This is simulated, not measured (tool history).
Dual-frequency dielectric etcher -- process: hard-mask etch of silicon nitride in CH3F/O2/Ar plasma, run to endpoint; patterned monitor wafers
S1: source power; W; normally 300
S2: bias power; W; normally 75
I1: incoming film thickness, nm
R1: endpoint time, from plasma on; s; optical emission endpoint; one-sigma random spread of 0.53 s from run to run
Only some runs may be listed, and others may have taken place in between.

run 1 hour=0.0 | S1=300 S2=75 | I1=39.33 | R1=60.8
run 2 hour=152.5 | S1=300 S2=75 | I1=39.63 | R1=61.3
run 3 hour=185.0 | S1=300 S2=75 | I1=39.38 | R1=60.3
run 4 hour=252.6 | S1=300 S2=75 | I1=39.23 | R1=59.6
run 5 hour=277.4 | S1=300 S2=75 | I1=39.68 | R1=60.7
run 6 hour=306.3 | S1=300 S2=75 | I1=39.31 | R1=60.2
run 7 hour=348.6 | S1=300 S2=75 | I1=39.19 | R1=59.2
run 8 hour=395.8 | S1=300 S2=75 | I1=39.44 | R1=60.5
run 9 hour=431.8 | S1=300 S2=68 | I1=39.58 | R1=62.5
run 10 hour=489.7 | S1=270 S2=57 | I1=39.28 | R1=71.1
run 11 hour=540.5 | S1=300 S2=83 | I1=39.52 | R1=57.6
run 12 hour=580.7 | S1=300 S2=75 | I1=39.39 | R1=58.8
run 13 hour=638.7 | S1=230 S2=59 | I1=39.40 | R1=78.8
run 14 hour=700.1 | S1=350 S2=75 | I1=39.40 | R1=55.4
run 15 hour=772.0 | S1=370 S2=93 | I1=39.13 | R1=48.9
run 16 hour=836.1 | S1=370 S2=66 | I1=39.87 | R1=57.1
run 17 hour=861.8 | S1=350 S2=92 | I1=39.67 | R1=51.7
run 18 hour=947.9 | S1=300 S2=75 | I1=39.11 | R1=59.0
run 19 hour=1004.5 | S1=300 S2=75 | I1=39.82 | R1=60.7

Taken out of this log: 4 entries between the listed runs. Where each belongs, and how the hidden state differs across it:
Between runs 8 and 9: bias power generator calibrated (hour 431.3)
  both runs share identical hidden conditions
Between runs 10 and 11: upper electrode replaced (hour 519.8)
  both runs share identical hidden conditions
Between runs 11 and 12: source power generator calibrated (hour 557.7)
  both runs share identical hidden conditions
Between runs 12 and 13: wet clean of the chamber (hour 612.6)
  both runs share identical hidden conditions
